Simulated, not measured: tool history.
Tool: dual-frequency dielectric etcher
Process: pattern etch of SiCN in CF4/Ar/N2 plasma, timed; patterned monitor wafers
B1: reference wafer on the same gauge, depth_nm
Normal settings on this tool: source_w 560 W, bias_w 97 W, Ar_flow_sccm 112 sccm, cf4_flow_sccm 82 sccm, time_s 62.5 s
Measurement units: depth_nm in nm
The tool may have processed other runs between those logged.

run 1 day=0.000 | source_w=560 bias_w=97 Ar_flow_sccm=112 cf4_flow_sccm=82 time_s=62.5 | B1=82.4 | depth_nm=68.4
run 2 day=0.825 | source_w=560 bias_w=97 Ar_flow_sccm=112 cf4_flow_sccm=82 time_s=62.5 | B1=82.5 | depth_nm=68.7
run 3 day=1.358 | source_w=560 bias_w=97 Ar_flow_sccm=112 cf4_flow_sccm=82 time_s=62.5 | B1=82.3 | depth_nm=68.2
run 4 day=2.721 | source_w=560 bias_w=97 Ar_flow_sccm=112 cf4_flow_sccm=82 time_s=62.5 | B1=82.4 | depth_nm=67.6
run 5 day=3.388 | source_w=560 bias_w=97 Ar_flow_sccm=112 cf4_flow_sccm=82 time_s=62.5 | B1=82.4 | depth_nm=68.4
run 6 day=3.979 | source_w=560 bias_w=97 Ar_flow_sccm=112 cf4_flow_sccm=82 time_s=62.5 | B1=82.4 | depth_nm=68.5
run 7 day=5.362 | source_w=560 bias_w=97 Ar_flow_sccm=112 cf4_flow_sccm=82 time_s=62.5 | B1=82.4 | depth_nm=68.1
run 8 day=6.646 | source_w=560 bias_w=97 Ar_flow_sccm=112 cf4_flow_sccm=82 time_s=62.5 | B1=82.4 | depth_nm=67.9
run 9 day=7.442 | source_w=560 bias_w=97 Ar_flow_sccm=112 cf4_flow_sccm=82 time_s=62.5 | B1=82.3 | depth_nm=67.8
run 10 day=8.104 | source_w=560 bias_w=97 Ar_flow_sccm=112 cf4_flow_sccm=82 time_s=62.5 | B1=82.2 | depth_nm=68.3
run 11 day=8.788 | source_w=560 bias_w=97 Ar_flow_sccm=112 cf4_flow_sccm=82 time_s=62.5 | B1=82.4 | depth_nm=67.9
run 12 day=9.875 | source_w=560 bias_w=97 Ar_flow_sccm=112 cf4_flow_sccm=82 time_s=62.5 | B1=82.4 | depth_nm=66.8
run 13 day=11.246 | source_w=640 bias_w=97 Ar_flow_sccm=112 cf4_flow_sccm=82 time_s=62.5 | B1=82.4 | depth_nm=79.3
run 14 day=12.596 | source_w=700 bias_w=97 Ar_flow_sccm=112 cf4_flow_sccm=82 time_s=76.0 | B1=82.4 | depth_nm=103.1
run 15 day=12.612 | source_w=560 bias_w=97 Ar_flow_sccm=97 cf4_flow_sccm=82 time_s=62.5 | B1=82.3 | depth_nm=70.8
run 16 day=13.579 | source_w=560 bias_w=118 Ar_flow_sccm=96 cf4_flow_sccm=82 time_s=71.5 | B1=82.4 | depth_nm=86.2
run 17 day=14.912 | source_w=510 bias_w=97 Ar_flow_sccm=96 cf4_flow_sccm=70 time_s=55.5 | B1=82.4 | depth_nm=55.5
run 18 day=15.950 | source_w=510 bias_w=97 Ar_flow_sccm=112 cf4_flow_sccm=100 time_s=62.5 | B1=82.2 | depth_nm=64.6

Between the runs listed above, the log contained 7 entries, not reproduced here. Where in the sequence does each belong, and how does what the log doesn't record of the tool's condition differ from the listed run before to the listed run after?
Run 7 -> run 8: Ar flow controller replaced (day 6.258)
  etch rate over this chamber's usual, %: -2.01 -> -2.24
  the result without the hidden state subtracted from the measured one, depth_nm: -1.3 -> -1.6 nm
Run 10 -> run 11: source power generator calibrated (day 8.742)
  etch rate over this chamber's usual, %: -2.49 -> -2.61
  the result without the hidden state subtracted from the measured one, depth_nm: -1.7 -> -1.8 nm
Run 12 -> run 13: gauge calibrated (day 10.450); CF4 flow controller replaced (day 10.483); wet clean of the chamber (day 11.225)
  etch rate over this chamber's usual, %: -2.8 -> 0.443
  the result without the hidden state subtracted from the measured one, depth_nm: -1.9 -> +0.4 nm
Run 13 -> run 14: upper electrode replaced (day 12.521); bias power generator calibrated (day 12.575)
  etch rate over this chamber's usual, %: 0.443 -> 0.209
  the result without the hidden state subtracted from the measured one, depth_nm: +0.4 -> +0.3 nm

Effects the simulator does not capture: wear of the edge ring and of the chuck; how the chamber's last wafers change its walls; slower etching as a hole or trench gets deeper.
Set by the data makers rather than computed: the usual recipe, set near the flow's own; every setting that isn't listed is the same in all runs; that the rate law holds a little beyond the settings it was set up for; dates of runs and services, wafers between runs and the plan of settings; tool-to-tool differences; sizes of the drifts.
